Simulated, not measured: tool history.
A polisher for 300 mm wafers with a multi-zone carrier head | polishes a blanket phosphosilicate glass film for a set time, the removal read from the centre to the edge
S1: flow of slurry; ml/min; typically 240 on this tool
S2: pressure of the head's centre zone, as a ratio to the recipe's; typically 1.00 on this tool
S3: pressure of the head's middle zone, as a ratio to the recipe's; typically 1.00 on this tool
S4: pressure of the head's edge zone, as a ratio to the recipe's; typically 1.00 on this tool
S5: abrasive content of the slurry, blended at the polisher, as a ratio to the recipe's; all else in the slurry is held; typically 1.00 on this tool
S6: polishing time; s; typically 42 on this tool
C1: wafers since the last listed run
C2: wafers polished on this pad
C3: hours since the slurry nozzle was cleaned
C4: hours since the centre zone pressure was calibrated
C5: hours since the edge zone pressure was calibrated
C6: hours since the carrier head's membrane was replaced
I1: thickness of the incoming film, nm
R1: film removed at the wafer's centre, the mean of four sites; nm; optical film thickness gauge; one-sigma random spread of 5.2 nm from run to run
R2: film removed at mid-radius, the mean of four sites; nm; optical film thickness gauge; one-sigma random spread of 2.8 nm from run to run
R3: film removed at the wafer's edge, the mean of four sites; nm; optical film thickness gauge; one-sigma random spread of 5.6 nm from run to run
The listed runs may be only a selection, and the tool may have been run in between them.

{"run": 1, "hour": 0.0, "S1": 240, "S2": 1.0, "S3": 1.0, "S4": 1.0, "S5": 1.0, "S6": 42, "C1": 0, "C2": 2282, "C3": 258.6, "C4": 1221.5, "C5": 72.8, "C6": 1331.5, "I1": 4341.7, "R1": 417.6, "R2": 385.4, "R3": 397.8}
{"run": 2, "hour": 23.6, "S1": 240, "S2": 1.0, "S3": 1.0, "S4": 1.0, "S5": 1.0, "S6": 42, "C1": 361, "C2": 2644, "C3": 282.2, "C4": 1245.1, "C5": 96.4, "C6": 1355.1, "I1": 4382.8, "R1": 421.0, "R2": 386.7, "R3": 399.9}
{"run": 3, "hour": 40.7, "S1": 240, "S2": 1.0, "S3": 1.0, "S4": 1.0, "S5": 1.0, "S6": 42, "C1": 262, "C2": 2906, "C3": 299.3, "C4": 1262.2, "C5": 113.5, "C6": 1372.2, "I1": 4437.5, "R1": 427.9, "R2": 391.8, "R3": 391.0}
{"hour": 62.1, "done": "slurry nozzle cleaned"}
{"run": 4, "hour": 75.4, "S1": 240, "S2": 1.0, "S3": 1.0, "S4": 1.0, "S5": 1.0, "S6": 42, "C1": 516, "C2": 3423, "C3": 13.3, "C4": 1296.9, "C5": 148.2, "C6": 1406.9, "I1": 4413.3, "R1": 425.5, "R2": 390.4, "R3": 404.5}
{"hour": 85.5, "done": "carrier head's membrane replaced by a new one"}
{"hour": 88.7, "done": "worn pad replaced by a new one"}
{"hour": 100.5, "done": "centre zone pressure recalibrated"}
{"run": 5, "hour": 103.6, "S1": 275, "S2": 1.0, "S3": 1.09, "S4": 1.0, "S5": 1.0, "S6": 30, "C1": 276, "C2": 197, "C3": 41.5, "C4": 3.1, "C5": 176.4, "C6": 18.1, "I1": 4366.2, "R1": 281.3, "R2": 292.0, "R3": 288.6}
{"run": 6, "hour": 126.3, "S1": 240, "S2": 1.0, "S3": 1.0, "S4": 1.0, "S5": 1.0, "S6": 42, "C1": 348, "C2": 545, "C3": 64.2, "C4": 25.8, "C5": 199.1, "C6": 40.8, "I1": 4399.4, "R1": 386.3, "R2": 389.5, "R3": 398.7}
{"run": 7, "hour": 156.8, "S1": 240, "S2": 1.0, "S3": 1.0, "S4": 1.0, "S5": 1.0, "S6": 42, "C1": 467, "C2": 1013, "C3": 94.7, "C4": 56.3, "C5": 229.6, "C6": 71.3, "I1": 4369.1, "R1": 375.5, "R2": 393.1, "R3": 392.2}
{"run": 8, "hour": 184.9, "S1": 240, "S2": 0.9, "S3": 1.0, "S4": 0.94, "S5": 1.2, "S6": 52, "C1": 430, "C2": 1444, "C3": 122.8, "C4": 84.4, "C5": 257.7, "C6": 99.4, "I1": 4378.0, "R1": 463.9, "R2": 515.4, "R3": 513.7}
{"run": 9, "hour": 198.1, "S1": 240, "S2": 1.05, "S3": 1.08, "S4": 0.95, "S5": 1.0, "S6": 37, "C1": 202, "C2": 1646, "C3": 136.0, "C4": 97.6, "C5": 270.9, "C6": 112.6, "I1": 4323.1, "R1": 353.0, "R2": 355.4, "R3": 344.4}
{"run": 10, "hour": 215.6, "S1": 240, "S2": 1.0, "S3": 1.0, "S4": 1.0, "S5": 1.0, "S6": 42, "C1": 268, "C2": 1915, "C3": 153.5, "C4": 115.1, "C5": 288.4, "C6": 130.1, "I1": 4367.0, "R1": 386.2, "R2": 389.0, "R3": 386.9}
{"run": 11, "hour": 243.2, "S1": 240, "S2": 1.0, "S3": 1.0, "S4": 1.0, "S5": 1.0, "S6": 28, "C1": 423, "C2": 2338, "C3": 181.1, "C4": 142.7, "C5": 316.0, "C6": 157.7, "I1": 4454.2, "R1": 254.3, "R2": 258.6, "R3": 265.3}
{"hour": 274.4, "done": "worn pad replaced by a new one"}
{"run": 12, "hour": 274.9, "S1": 210, "S2": 1.0, "S3": 1.0, "S4": 1.0, "S5": 1.0, "S6": 42, "C1": 424, "C2": 7, "C3": 212.8, "C4": 174.4, "C5": 347.7, "C6": 189.4, "I1": 4372.3, "R1": 372.7, "R2": 379.4, "R3": 396.0}
{"run": 13, "hour": 294.0, "S1": 325, "S2": 1.11, "S3": 1.0, "S4": 0.92, "S5": 1.0, "S6": 57, "C1": 292, "C2": 300, "C3": 231.9, "C4": 193.5, "C5": 366.8, "C6": 208.5, "I1": 4494.9, "R1": 584.1, "R2": 542.9, "R3": 522.3}
{"run": 14, "hour": 328.6, "S1": 240, "S2": 1.0, "S3": 1.0, "S4": 1.0, "S5": 1.0, "S6": 42, "C1": 530, "C2": 831, "C3": 266.5, "C4": 228.1, "C5": 401.4, "C6": 243.1, "I1": 4409.6, "R1": 377.6, "R2": 391.6, "R3": 388.3}
{"run": 15, "hour": 341.7, "S1": 240, "S2": 1.0, "S3": 0.93, "S4": 0.92, "S5": 1.0, "S6": 42, "C1": 200, "C2": 1032, "C3": 279.6, "C4": 241.2, "C5": 414.5, "C6": 256.2, "I1": 4440.5, "R1": 388.5, "R2": 374.2, "R3": 382.8}
{"run": 16, "hour": 367.6, "S1": 240, "S2": 0.92, "S3": 1.0, "S4": 1.0, "S5": 1.0, "S6": 47, "C1": 397, "C2": 1429, "C3": 305.5, "C4": 267.1, "C5": 440.4, "C6": 282.1, "I1": 4437.2, "R1": 405.3, "R2": 436.5, "R3": 446.0}
{"run": 17, "hour": 380.5, "S1": 280, "S2": 0.94, "S3": 1.0, "S4": 0.9, "S5": 1.0, "S6": 56, "C1": 197, "C2": 1627, "C3": 318.4, "C4": 280.0, "C5": 453.3, "C6": 295.0, "I1": 4460.2, "R1": 492.3, "R2": 521.0, "R3": 503.6}
{"run": 18, "hour": 410.7, "S1": 325, "S2": 1.0, "S3": 1.0, "S4": 1.0, "S5": 1.25, "S6": 42, "C1": 463, "C2": 2090, "C3": 348.6, "C4": 310.2, "C5": 483.5, "C6": 325.2, "I1": 4418.5, "R1": 432.2, "R2": 436.4, "R3": 443.6}
{"run": 19, "hour": 437.1, "S1": 240, "S2": 1.04, "S3": 1.0, "S4": 1.0, "S5": 0.9, "S6": 42, "C1": 404, "C2": 2495, "C3": 375.0, "C4": 336.6, "C5": 509.9, "C6": 351.6, "I1": 4374.7, "R1": 380.8, "R2": 371.7, "R3": 382.9}
{"hour": 458.2, "done": "slurry nozzle cleaned"}
{"run": 20, "hour": 463.7, "S1": 240, "S2": 1.0, "S3": 1.0, "S4": 1.0, "S5": 1.0, "S6": 42, "C1": 392, "C2": 2888, "C3": 5.5, "C4": 363.2, "C5": 536.5, "C6": 378.2, "I1": 4494.7, "R1": 385.0, "R2": 391.6, "R3": 392.9}
{"hour": 499.2, "done": "worn pad replaced by a new one"}
{"run": 21, "hour": 567.2, "S1": 265, "S2": 1.08, "S3": 1.08, "S4": 1.0, "S5": 1.25, "S6": 42, "C1": 1525, "C2": 1043, "C3": 109.0, "C4": 466.7, "C5": 640.0, "C6": 481.7, "I1": 4327.1, "R1": 452.0, "R2": 446.5, "R3": 437.9}
{"hour": 590.2, "done": "edge zone pressure recalibrated"}
{"run": 22, "hour": 590.8, "S1": 240, "S2": 1.0, "S3": 1.0, "S4": 1.12, "S5": 0.8, "S6": 42, "C1": 331, "C2": 1374, "C3": 132.6, "C4": 490.3, "C5": 0.6, "C6": 505.3, "I1": 4327.1, "R1": 352.2, "R2": 359.8, "R3": 383.3}

Below, some changes in R1 between adjacent runs. For each, the amount present without the hidden state too (settings, incoming material, random variation) and the amount remaining for the hidden state with gauge scatter not shared by both compared results:
Hidden state at play: removal rate lost through wear of the pad, %; slurry flow missing at the pad, %; deviation of the centre zone's pressure from its setpoint, %; deviation of the edge zone's pressure from its setpoint, %.
Run 4 -> 5: S1 240 -> 275, S3 1.00 -> 1.09, S6 42 -> 30, carrier head's membrane replaced by a new one, worn pad replaced by a new one, centre zone pressure recalibrated. R1 -144.2 nm: hidden state -43.1, all else -101.1.
Run 12 -> 13: S1 210 -> 325, S2 1.00 -> 1.11, S4 1.00 -> 0.92, S6 42 -> 57. R1 +211.4 nm: hidden state -1.1, all else +212.5.
Run 13 -> 14: S1 325 -> 240, S2 1.11 -> 1.00, S4 0.92 -> 1.00, S6 57 -> 42. R1 -206.5 nm: hidden state +1.7, all else -208.2.
Run 20 -> 21: S1 240 -> 265, S2 1.00 -> 1.08, S3 1.00 -> 1.08, S5 1.00 -> 1.25, worn pad replaced by a new one. R1 +67.0 nm: hidden state +2.4, all else +64.6.

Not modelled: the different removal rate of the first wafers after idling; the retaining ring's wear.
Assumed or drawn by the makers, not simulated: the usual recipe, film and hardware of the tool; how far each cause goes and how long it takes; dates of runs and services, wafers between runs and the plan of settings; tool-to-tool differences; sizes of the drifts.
